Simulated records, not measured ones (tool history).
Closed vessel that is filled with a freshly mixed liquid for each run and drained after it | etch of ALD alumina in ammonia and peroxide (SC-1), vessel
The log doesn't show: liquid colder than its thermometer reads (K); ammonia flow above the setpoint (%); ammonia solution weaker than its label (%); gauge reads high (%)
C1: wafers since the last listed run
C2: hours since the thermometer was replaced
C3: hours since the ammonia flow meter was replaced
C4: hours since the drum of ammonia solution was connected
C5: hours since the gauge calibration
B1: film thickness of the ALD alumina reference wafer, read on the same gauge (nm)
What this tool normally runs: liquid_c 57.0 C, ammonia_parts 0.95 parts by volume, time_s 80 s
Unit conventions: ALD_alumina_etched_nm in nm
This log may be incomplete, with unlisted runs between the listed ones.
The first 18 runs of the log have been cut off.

{"run": 19, "hour": 1408.9, "liquid_c": 53.0, "ammonia_parts": 0.95, "time_s": 80, "C1": 14820, "C2": 202.1, "C3": 1054.6, "C4": 350.7, "C5": 490.0, "B1": 110.0, "ALD_alumina_etched_nm": 5.65}
{"run": 20, "hour": 1508.9, "liquid_c": 57.0, "ammonia_parts": 0.95, "time_s": 105, "C1": 10473, "C2": 302.1, "C3": 1154.6, "C4": 450.7, "C5": 590.0, "B1": 110.01, "ALD_alumina_etched_nm": 9.15}
{"hour": 1544.4, "done": "new drum of ammonia solution connected"}
{"run": 21, "hour": 1584.6, "liquid_c": 61.5, "ammonia_parts": 1.2, "time_s": 80, "C1": 7823, "C2": 377.8, "C3": 1230.3, "C4": 40.2, "C5": 665.7, "B1": 109.98, "ALD_alumina_etched_nm": 8.9}
{"run": 22, "hour": 1650.0, "liquid_c": 57.0, "ammonia_parts": 1.2, "time_s": 80, "C1": 6849, "C2": 443.2, "C3": 1295.7, "C4": 105.6, "C5": 731.1, "B1": 109.99, "ALD_alumina_etched_nm": 7.06}
{"run": 23, "hour": 1722.3, "liquid_c": 47.5, "ammonia_parts": 1.2, "time_s": 120, "C1": 7572, "C2": 515.5, "C3": 1368.0, "C4": 177.9, "C5": 803.4, "B1": 110.0, "ALD_alumina_etched_nm": 6.3}
{"run": 24, "hour": 1789.8, "liquid_c": 57.0, "ammonia_parts": 0.95, "time_s": 95, "C1": 7069, "C2": 583.0, "C3": 1435.5, "C4": 245.4, "C5": 870.9, "B1": 110.01, "ALD_alumina_etched_nm": 8.17}
{"run": 25, "hour": 1854.0, "liquid_c": 60.0, "ammonia_parts": 1.2, "time_s": 65, "C1": 6724, "C2": 647.2, "C3": 1499.7, "C4": 309.6, "C5": 935.1, "B1": 110.01, "ALD_alumina_etched_nm": 6.62}
{"run": 26, "hour": 1949.0, "liquid_c": 57.0, "ammonia_parts": 0.8, "time_s": 80, "C1": 9949, "C2": 742.2, "C3": 1594.7, "C4": 404.6, "C5": 1030.1, "B1": 109.99, "ALD_alumina_etched_nm": 6.74}
{"run": 27, "hour": 1989.9, "liquid_c": 60.5, "ammonia_parts": 0.7, "time_s": 95, "C1": 4283, "C2": 783.1, "C3": 1635.6, "C4": 445.5, "C5": 1071.0, "B1": 109.98, "ALD_alumina_etched_nm": 9.58}
{"run": 28, "hour": 2033.9, "liquid_c": 59.5, "ammonia_parts": 0.65, "time_s": 100, "C1": 4608, "C2": 827.1, "C3": 1679.6, "C4": 489.5, "C5": 1115.0, "B1": 109.99, "ALD_alumina_etched_nm": 9.41}
{"hour": 2092.6, "done": "new drum of ammonia solution connected"}
{"run": 29, "hour": 2120.4, "liquid_c": 57.0, "ammonia_parts": 0.95, "time_s": 80, "C1": 8954, "C2": 913.6, "C3": 1766.1, "C4": 27.8, "C5": 1201.5, "B1": 110.01, "ALD_alumina_etched_nm": 6.79}
{"run": 30, "hour": 2177.6, "liquid_c": 57.0, "ammonia_parts": 0.5, "time_s": 65, "C1": 5990, "C2": 970.8, "C3": 1823.3, "C4": 85.0, "C5": 1258.7, "B1": 110.01, "ALD_alumina_etched_nm": 5.28}

3 ways to go on from here, each from the tool as it stands after run 30. What would each give?
{"run": "A", "hour": 2178.3, "liquid_c": 57.0, "ammonia_parts": 0.95, "time_s": 80, "C1": 73, "C2": 971.5, "C3": 1824.0, "C4": 85.7, "C5": 1259.4, "B1": "?", "ALD_alumina_etched_nm": "?"}
{"run": "B", "hour": 2178.3, "liquid_c": 49.5, "ammonia_parts": 0.95, "time_s": 100, "C1": 73, "C2": 971.5, "C3": 1824.0, "C4": 85.7, "C5": 1259.4, "B1": "?", "ALD_alumina_etched_nm": "?"}
{"run": "C", "hour": 2178.3, "liquid_c": 65.0, "ammonia_parts": 0.8, "time_s": 80, "C1": 73, "C2": 971.5, "C3": 1824.0, "C4": 85.7, "C5": 1259.4, "B1": "?", "ALD_alumina_etched_nm": "?"}

run=A B1=110.00 ALD_alumina_etched_nm=6.82
run=B B1=110.00 ALD_alumina_etched_nm=5.69
run=C B1=110.00 ALD_alumina_etched_nm=10.11
With no hidden state in the tool, these same runs would have given:
run=A ALD_alumina_etched_nm=7.08
run=B ALD_alumina_etched_nm=5.92
run=C ALD_alumina_etched_nm=10.48

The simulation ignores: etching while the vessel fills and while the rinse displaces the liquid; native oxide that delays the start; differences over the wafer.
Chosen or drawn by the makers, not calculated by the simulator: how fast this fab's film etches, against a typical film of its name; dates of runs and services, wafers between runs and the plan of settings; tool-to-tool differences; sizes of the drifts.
